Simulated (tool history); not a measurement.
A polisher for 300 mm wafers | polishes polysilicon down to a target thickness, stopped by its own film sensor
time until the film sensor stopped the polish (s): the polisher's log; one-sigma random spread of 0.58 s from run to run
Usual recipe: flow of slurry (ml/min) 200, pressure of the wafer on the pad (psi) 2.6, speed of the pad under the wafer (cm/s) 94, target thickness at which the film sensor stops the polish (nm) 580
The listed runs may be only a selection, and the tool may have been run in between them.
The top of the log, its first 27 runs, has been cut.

run,hour,flow of slurry (ml/min),pressure of the wafer on the pad (psi),speed of the pad under the wafer (cm/s),target thickness at which the film sensor stops the polish (nm),"incoming thickness of the incoming film, nm",time until the film sensor stopped the polish (s)
28,1705.3,165,2.3,94,640,1050.6,67.7
29,1736.9,200,3.3,94,441,1038.8,68.2
30,1789.8,260,2.3,110,677,1053.6,54.7
31,1843.5,225,2.9,94,580,1045.2,60.6
# hour 1856.1: worn pad replaced by a new one
32,1904.8,225,2.4,126,652,1059.9,53.5
33,1979.6,145,2.0,94,580,1048.5,94.2
# hour 2019.6: head pressure recalibrated
34,2043.8,200,2.1,104,580,1042.1,79.8
# hour 2044.9: slurry nozzle cleaned
35,2090.5,200,2.6,76,460,1050.3,95.5
36,2144.8,170,2.6,94,580,1040.7,68.2

4 options for the next run, each taken on its own from the tool as it stands now. Forecast them:
A,2145.2,200,2.6,94,580,1045.4,?
B,2145.2,225,2.3,94,448,1045.4,?
C,2145.2,230,3.1,94,524,1045.4,?
D,2145.2,155,1.9,94,580,1045.4,?

run,time until the film sensor stopped the polish (s)
A,66.6
B,95.6
C,61.8
D,93.3
The same runs, with their run-to-run variation unchanged, on a tool lacking any hidden condition would have given:
run,time until the film sensor stopped the polish (s)
A,65.3
B,93.9
C,60.7
D,91.3
